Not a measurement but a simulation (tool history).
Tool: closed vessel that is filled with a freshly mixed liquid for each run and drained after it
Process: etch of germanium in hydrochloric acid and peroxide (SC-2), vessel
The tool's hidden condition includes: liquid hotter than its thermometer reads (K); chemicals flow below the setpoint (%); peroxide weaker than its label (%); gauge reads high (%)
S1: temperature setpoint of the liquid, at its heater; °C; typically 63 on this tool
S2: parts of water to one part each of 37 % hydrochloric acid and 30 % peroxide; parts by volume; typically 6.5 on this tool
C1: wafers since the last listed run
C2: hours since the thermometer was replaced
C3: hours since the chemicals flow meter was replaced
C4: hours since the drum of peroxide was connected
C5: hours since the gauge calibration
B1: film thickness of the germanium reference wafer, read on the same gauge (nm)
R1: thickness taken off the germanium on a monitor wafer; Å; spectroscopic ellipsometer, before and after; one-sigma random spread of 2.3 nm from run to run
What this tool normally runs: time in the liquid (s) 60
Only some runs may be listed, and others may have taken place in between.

run 1 hour=0 | S1=63 S2=5.5 time_in_the_liquid_(s)=60 | C1=0 C2=448.5 C3=1164.2 C4=826.9 C5=2550.7 | B1=126.24 | R1=2607.5
run 2 hour=60.9 | S1=63 S2=5.5 time_in_the_liquid_(s)=60 | C1=7585 C2=509.4 C3=1225.1 C4=887.8 C5=2611.6 | B1=126.59 | R1=2613.5
-- hour=74.8 thermometer replaced
-- hour=138.3 gauge calibrated
-- hour=150.3 new drum of peroxide connected
run 3 hour=215 | S1=63 S2=5.5 time_in_the_liquid_(s)=60 | C1=18945 C2=140.2 C3=1379.2 C4=64.7 C5=76.7 | B1=119.33 | R1=2412.5
run 4 hour=284.7 | S1=63 S2=6.5 time_in_the_liquid_(s)=60 | C1=8681 C2=209.9 C3=1448.9 C4=134.4 C5=146.4 | B1=119.33 | R1=2472
run 5 hour=346.4 | S1=63 S2=6.5 time_in_the_liquid_(s)=60 | C1=7685 C2=271.6 C3=1510.6 C4=196.1 C5=208.1 | B1=119.36 | R1=2457.7
run 6 hour=381.1 | S1=63 S2=6.5 time_in_the_liquid_(s)=60 | C1=4322 C2=306.3 C3=1545.3 C4=230.8 C5=242.8 | B1=119.37 | R1=2428
run 7 hour=443.9 | S1=63 S2=6.5 time_in_the_liquid_(s)=60 | C1=7822 C2=369.1 C3=1608.1 C4=293.6 C5=305.6 | B1=119.38 | R1=2400.4
run 8 hour=474.6 | S1=63 S2=6.5 time_in_the_liquid_(s)=60 | C1=3823 C2=399.8 C3=1638.8 C4=324.3 C5=336.3 | B1=119.43 | R1=2393.4
run 9 hour=504.8 | S1=63 S2=6.5 time_in_the_liquid_(s)=60 | C1=3761 C2=430 C3=1669 C4=354.5 C5=366.5 | B1=119.44 | R1=2444.3
-- hour=556.6 thermometer replaced
run 10 hour=557 | S1=63 S2=4 time_in_the_liquid_(s)=60 | C1=6377 C2=0.4 C3=1721.2 C4=406.7 C5=418.7 | B1=119.5 | R1=2492.8
run 11 hour=612.8 | S1=67 S2=6.5 time_in_the_liquid_(s)=30 | C1=6950 C2=56.2 C3=1777 C4=462.5 C5=474.5 | B1=119.57 | R1=1370.9
run 12 hour=646 | S1=53.5 S2=6.5 time_in_the_liquid_(s)=35 | C1=4135 C2=89.4 C3=1810.2 C4=495.7 C5=507.7 | B1=119.55 | R1=1063.6
run 13 hour=710 | S1=63 S2=5.5 time_in_the_liquid_(s)=60 | C1=7971 C2=153.4 C3=1874.2 C4=559.7 C5=571.7 | B1=119.67 | R1=2486.9
run 14 hour=765.4 | S1=68 S2=5 time_in_the_liquid_(s)=35 | C1=6900 C2=208.8 C3=1929.6 C4=615.1 C5=627.1 | B1=119.72 | R1=1682.2
run 15 hour=806.7 | S1=63 S2=6.5 time_in_the_liquid_(s)=60 | C1=5144 C2=250.1 C3=1970.9 C4=656.4 C5=668.4 | B1=119.74 | R1=2448.2
-- hour=845 chemicals flow meter replaced
run 16 hour=859.2 | S1=63 S2=6.5 time_in_the_liquid_(s)=60 | C1=6414 C2=302.6 C3=14.2 C4=708.9 C5=720.9 | B1=119.84 | R1=2423.9
run 17 hour=929.1 | S1=69.5 S2=6.5 time_in_the_liquid_(s)=60 | C1=8706 C2=372.5 C3=84.1 C4=778.8 C5=790.8 | B1=119.93 | R1=2927.8
run 18 hour=999.9 | S1=63 S2=6.5 time_in_the_liquid_(s)=50 | C1=8818 C2=443.3 C3=154.9 C4=849.6 C5=861.6 | B1=119.98 | R1=2013.4
-- hour=1030.3 thermometer replaced
-- hour=1037.4 new drum of peroxide connected
run 19 hour=1056.4 | S1=69.5 S2=8 time_in_the_liquid_(s)=60 | C1=6788 C2=26.1 C3=211.4 C4=19 C5=918.1 | B1=120.07 | R1=2826.6
run 20 hour=1108.6 | S1=63 S2=6.5 time_in_the_liquid_(s)=60 | C1=6501 C2=78.3 C3=263.6 C4=71.2 C5=970.3 | B1=120.15 | R1=2470.1
run 21 hour=1173.3 | S1=63 S2=6.5 time_in_the_liquid_(s)=60 | C1=8058 C2=143 C3=328.3 C4=135.9 C5=1035 | B1=120.3 | R1=2467.1
run 22 hour=1208.4 | S1=63 S2=6.5 time_in_the_liquid_(s)=60 | C1=4372 C2=178.1 C3=363.4 C4=171 C5=1070.1 | B1=120.34 | R1=2457.9
run 23 hour=1264.8 | S1=58.5 S2=8.5 time_in_the_liquid_(s)=95 | C1=7025 C2=234.5 C3=419.8 C4=227.4 C5=1126.5 | B1=120.47 | R1=3305.6
run 24 hour=1383.5 | S1=71 S2=4 time_in_the_liquid_(s)=85 | C1=14785 C2=353.2 C3=538.5 C4=346.1 C5=1245.2 | B1=120.71 | R1=4457.9
run 25 hour=1447.3 | S1=54.5 S2=6.5 time_in_the_liquid_(s)=60 | C1=7946 C2=417 C3=602.3 C4=409.9 C5=1309 | B1=120.83 | R1=1933.2
run 26 hour=1511.2 | S1=63 S2=5.5 time_in_the_liquid_(s)=90 | C1=7959 C2=480.9 C3=666.2 C4=473.8 C5=1372.9 | B1=121 | R1=3800
-- hour=1519.4 thermometer replaced
run 27 hour=1552.7 | S1=63 S2=6.5 time_in_the_liquid_(s)=60 | C1=5044 C2=33.3 C3=707.7 C4=515.3 C5=1414.4 | B1=121.07 | R1=2439.5
run 28 hour=1609.7 | S1=60 S2=6.5 time_in_the_liquid_(s)=75 | C1=7099 C2=90.3 C3=764.7 C4=572.3 C5=1471.4 | B1=121.27 | R1=2845.8
run 29 hour=1653.6 | S1=57 S2=8 time_in_the_liquid_(s)=35 | C1=5468 C2=134.2 C3=808.6 C4=616.2 C5=1515.3 | B1=121.38 | R1=1196.6
run 30 hour=1706.6 | S1=55.5 S2=6.5 time_in_the_liquid_(s)=45 | C1=6601 C2=187.2 C3=861.6 C4=669.2 C5=1568.3 | B1=121.52 | R1=1506.7
run 31 hour=1749.4 | S1=54 S2=6.5 time_in_the_liquid_(s)=60 | C1=5331 C2=230 C3=904.4 C4=712 C5=1611.1 | B1=121.65 | R1=1883.5

Results for each run, recomputed without the tool's hidden state and with each run's random variation untouched:
run=1 R1=2477.9
run=2 R1=2478.1
run=3 R1=2426.1
run=4 R1=2485.7
run=5 R1=2470.9
run=6 R1=2440.8
run=7 R1=2412.5
run=8 R1=2405
run=9 R1=2455.8
run=10 R1=2503.7
run=11 R1=1376.4
run=12 R1=1067.6
run=13 R1=2495
run=14 R1=1686.9
run=15 R1=2453.9
run=16 R1=2428.3
run=17 R1=2930.7
run=18 R1=2013.6
run=19 R1=2824.8
run=20 R1=2466.8
run=21 R1=2461.3
run=22 R1=2450.7
run=23 R1=3293
run=24 R1=4431.6
run=25 R1=1919.4
run=26 R1=3768.2
run=27 R1=2417
run=28 R1=2816.1
run=29 R1=1182.9
run=30 R1=1487.8
run=31 R1=1857.9

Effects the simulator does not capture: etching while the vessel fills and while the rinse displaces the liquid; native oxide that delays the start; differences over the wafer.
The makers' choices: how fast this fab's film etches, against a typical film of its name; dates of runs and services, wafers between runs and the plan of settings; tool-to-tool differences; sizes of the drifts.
